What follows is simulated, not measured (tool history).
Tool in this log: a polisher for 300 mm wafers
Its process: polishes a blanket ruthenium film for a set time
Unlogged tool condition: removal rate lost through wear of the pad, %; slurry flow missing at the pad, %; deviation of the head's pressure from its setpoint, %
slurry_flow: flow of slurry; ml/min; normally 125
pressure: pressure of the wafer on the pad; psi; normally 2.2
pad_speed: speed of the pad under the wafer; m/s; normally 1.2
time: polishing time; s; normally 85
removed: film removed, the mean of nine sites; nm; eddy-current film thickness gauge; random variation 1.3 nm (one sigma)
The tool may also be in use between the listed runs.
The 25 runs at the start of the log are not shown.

run   hour  slurry_flow  pressure  pad_speed  time  wafers since the last listed run  wafers polished on this pad  hours since the slurry nozzle was cleaned  hours since the head pressure was calibrated  incoming thickness of the incoming film, nm  removed
 26  322.7          125       2.8        1.2   110                                51                           74                                      575.8                                         124.7                                        424.6    173.4
 27  330.5          160       2.2       0.94    85                                53                          127                                      583.6                                         132.5                                        430.3     87.4
     335.5  -- slurry nozzle cleaned
 28  347.2          125       2.2        1.2    85                               108                          236                                       11.7                                         149.2                                        435.2    106.2
 29  362.1          105       1.6        1.2    85                               102                          338                                       26.6                                         164.1                                        437.9     76.2
 30  373.6          125       2.2        1.2    93                                79                          418                                       38.1                                         175.6                                        430.2    118.1
 31    411           90       2.2       1.08   108                               257                          676                                       75.5                                           213                                        429.3    116.8
 32  422.3          125       2.2        1.2    85                                77                          754                                       86.8                                         224.3                                        432.3    107.1
 33    440          125       1.9        1.2    85                               122                          876                                      104.5                                           242                                        437.3     93.9
     450.1  -- worn pad replaced by a new one
 34  462.3          155       1.8       0.92   109                               126                           83                                      126.8                                         264.3                                        424.8     90.7
 35    478          125       2.2        1.2   114                               108                          192                                      142.5                                           280                                        436.8    144.6
 36  484.7          125       2.2        1.2    85                                46                          238                                      149.2                                         286.7                                        427.3    108.4
 37  496.8           95       2.8        1.2    70                                83                          321                                      161.3                                         298.8                                        433.6    105.1
 38  505.5          125       2.2        1.2    85                                59                          381                                        170                                         307.5                                          430      109

Below are 3 alternative next runs, each starting from the tool's condition after run 38. Predict each:
  A  505.9          125       2.2        1.2    85                                 2                          384                                      170.4                                         307.9                                        432.1        ?
  B  505.9          125         2        1.2    85                                 2                          384                                      170.4                                         307.9                                        432.1        ?
  C  505.9          145       2.8       1.42   102                                 2                          384                                      170.4                                         307.9                                        432.1        ?

run  removed
  A    106.9
  B     97.9
  C    194.3
Had the tool no hidden state, the same runs would have come out as:
run  removed
  A    105.1
  B     96.3
  C    191.1

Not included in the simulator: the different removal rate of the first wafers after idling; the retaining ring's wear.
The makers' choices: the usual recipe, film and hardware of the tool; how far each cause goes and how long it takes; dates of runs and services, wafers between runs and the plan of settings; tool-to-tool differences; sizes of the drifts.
